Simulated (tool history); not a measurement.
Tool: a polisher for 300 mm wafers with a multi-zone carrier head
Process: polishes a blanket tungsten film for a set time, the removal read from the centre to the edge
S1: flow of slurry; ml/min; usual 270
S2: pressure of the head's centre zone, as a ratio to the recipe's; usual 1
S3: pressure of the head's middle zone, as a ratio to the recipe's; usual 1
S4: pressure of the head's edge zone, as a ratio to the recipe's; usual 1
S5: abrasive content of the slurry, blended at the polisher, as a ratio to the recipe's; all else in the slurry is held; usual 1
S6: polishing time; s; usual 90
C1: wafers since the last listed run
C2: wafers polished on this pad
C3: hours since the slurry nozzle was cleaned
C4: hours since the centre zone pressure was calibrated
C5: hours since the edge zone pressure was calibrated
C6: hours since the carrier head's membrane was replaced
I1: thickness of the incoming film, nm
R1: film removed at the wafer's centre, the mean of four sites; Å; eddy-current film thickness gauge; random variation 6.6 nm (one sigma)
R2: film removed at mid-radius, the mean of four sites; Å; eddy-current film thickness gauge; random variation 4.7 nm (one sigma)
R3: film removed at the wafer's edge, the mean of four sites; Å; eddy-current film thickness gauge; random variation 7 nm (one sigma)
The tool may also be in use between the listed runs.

Run 1, hour 0: usual settings but S5 1.2; C1 0; C2 120; C3 215.5; C4 607; C5 313.3; C6 570.9; I1 1455. Result: R1 5001 Å, R2 5025 Å, R3 4919 Å.
At hour 14.4: edge zone pressure recalibrated.
Run 2, hour 61.1: usual settings; C1 522; C2 643; C3 276.6; C4 668.1; C5 46.7; C6 632; I1 1431. Result: R1 4725 Å, R2 4756 Å, R3 4587 Å.
Run 3, hour 112.3: usual settings; C1 452; C2 1095; C3 327.8; C4 719.3; C5 97.9; C6 683.2; I1 1484.9. Result: R1 4659 Å, R2 4444 Å, R3 4455 Å.
Run 4, hour 169.6: usual settings but S3 1.08, S5 1.15; C1 506; C2 1602; C3 385.1; C4 776.6; C5 155.2; C6 740.5; I1 1440.2. Result: R1 4659 Å, R2 4910 Å, R3 4602 Å.
At hour 180.6: worn pad replaced by a new one.
Run 5, hour 220.1: usual settings but S3 1.08, S5 1.15; C1 411; C2 349; C3 435.6; C4 827.1; C5 205.7; C6 791; I1 1459.7. Result: R1 4976 Å, R2 5214 Å, R3 4870 Å.
At hour 268.8: slurry nozzle cleaned.
Run 6, hour 290.7: usual settings but S3 1.08, S5 1.15; C1 615; C2 964; C3 21.9; C4 897.7; C5 276.3; C6 861.6; I1 1458.8. Result: R1 4788 Å, R2 5149 Å, R3 4762 Å.
Run 7, hour 348.2: usual settings but S1 310 ml/min; C1 508; C2 1473; C3 79.4; C4 955.2; C5 333.8; C6 919.1; I1 1465.7. Result: R1 4549 Å, R2 4503 Å, R3 4519 Å.
At hour 351.6: edge zone pressure recalibrated.
Run 8, hour 377.2: usual settings but S5 0.9; C1 238; C2 1712; C3 108.4; C4 984.2; C5 25.6; C6 948.1; I1 1457.2. Result: R1 4275 Å, R2 4317 Å, R3 4220 Å.
At hour 404.5: worn pad replaced by a new one.
Run 9, hour 441.9: usual settings but S5 0.9; C1 536; C2 330; C3 173.1; C4 1048.9; C5 90.3; C6 1012.8; I1 1447.8. Result: R1 4689 Å, R2 4561 Å, R3 4511 Å.
Run 10, hour 503.2: usual settings but S5 0.9; C1 542; C2 872; C3 234.4; C4 1110.2; C5 151.6; C6 1074.1; I1 1464.6. Result: R1 4577 Å, R2 4514 Å, R3 4552 Å.
Run 11, hour 573.5: usual settings but S2 1.09, S6 60 s; C1 621; C2 1494; C3 304.7; C4 1180.5; C5 221.9; C6 1144.4; I1 1457.5. Result: R1 3289 Å, R2 2978 Å, R3 2978 Å.
At hour 582.1: carrier head's membrane replaced by a new one.
At hour 606.4: centre zone pressure recalibrated.
At hour 619: worn pad replaced by a new one.
Run 12, hour 632.3: usual settings but S1 305 ml/min, S3 1.1, S5 1.25, S6 80 s; C1 422; C2 117; C3 363.5; C4 25.9; C5 280.7; C6 50.2; I1 1464.6. Result: R1 4633 Å, R2 4771 Å, R3 4411 Å.
At hour 643.7: edge zone pressure recalibrated.
Run 13, hour 701.8: usual settings but S6 68 s; C1 596; C2 714; C3 433; C4 95.4; C5 58.1; C6 119.7; I1 1441.1. Result: R1 3487 Å, R2 3539 Å, R3 3467 Å.
Run 14, hour 732.6: usual settings but S3 1.05, S4 1.07, S5 1.2; C1 272; C2 987; C3 463.8; C4 126.2; C5 88.9; C6 150.5; I1 1472.7. Result: R1 4892 Å, R2 4965 Å, R3 5034 Å.
Run 15, hour 770.8: usual settings but S2 0.97; C1 337; C2 1325; C3 502; C4 164.4; C5 127.1; C6 188.7; I1 1468.2. Result: R1 4272 Å, R2 4485 Å, R3 4555 Å.
At hour 823.7: slurry nozzle cleaned.
At hour 829.4: worn pad replaced by a new one.
Run 16, hour 841.1: usual settings but S5 0.7; C1 577; C2 103; C3 17.4; C4 234.7; C5 197.4; C6 259; I1 1460.7. Result: R1 4278 Å, R2 4180 Å, R3 4193 Å.
Run 17, hour 914.5: usual settings; C1 649; C2 752; C3 90.8; C4 308.1; C5 270.8; C6 332.4; I1 1458.6. Result: R1 4752 Å, R2 4638 Å, R3 4728 Å.
Run 18, hour 962.9: usual settings; C1 428; C2 1180; C3 139.2; C4 356.5; C5 319.2; C6 380.8; I1 1430. Result: R1 4630 Å, R2 4577 Å, R3 4652 Å.
At hour 1010.9: edge zone pressure recalibrated.
Run 19, hour 1034.8: usual settings but S1 230 ml/min, S3 0.93, S6 80 s; C1 618; C2 1799; C3 211.1; C4 428.4; C5 23.9; C6 452.7; I1 1435.7. Result: R1 3911 Å, R2 3556 Å, R3 3751 Å.

Forecast each of these 5 alternatives for the next run:
Run A, hour 1035.2: usual settings but S2 0.88; C1 3; C2 1802; C3 211.5; C4 428.8; C5 24.3; C6 453.1; I1 1444.8. Result: R1 ?, R2 ?, R3 ?.
Run B, hour 1035.2: usual settings but S2 0.94, S4 0.9; C1 3; C2 1802; C3 211.5; C4 428.8; C5 24.3; C6 453.1; I1 1444.8. Result: R1 ?, R2 ?, R3 ?.
Run C, hour 1035.2: usual settings but S2 0.95, S3 0.94, S6 69 s; C1 3; C2 1802; C3 211.5; C4 428.8; C5 24.3; C6 453.1; I1 1444.8. Result: R1 ?, R2 ?, R3 ?.
Run D, hour 1035.2: usual settings but S1 345 ml/min, S4 0.89, S5 1.2, S6 62 s; C1 3; C2 1802; C3 211.5; C4 428.8; C5 24.3; C6 453.1; I1 1444.8. Result: R1 ?, R2 ?, R3 ?.
Run E, hour 1035.2: usual settings but S1 310 ml/min, S4 1.11, S6 70 s; C1 3; C2 1802; C3 211.5; C4 428.8; C5 24.3; C6 453.1; I1 1444.8. Result: R1 ?, R2 ?, R3 ?.

run    R1    R2    R3
  A  3851  4378  4381
  B  4116  4377  4198
  C  3188  3199  3361
  D  3282  3269  3104
  E  3465  3454  3605
Without the tool's hidden state the same runs would have given:
run    R1    R2    R3
  A  4194  4768  4771
  B  4482  4767  4571
  C  3472  3483  3660
  D  3574  3560  3380
  E  3773  3762  3925
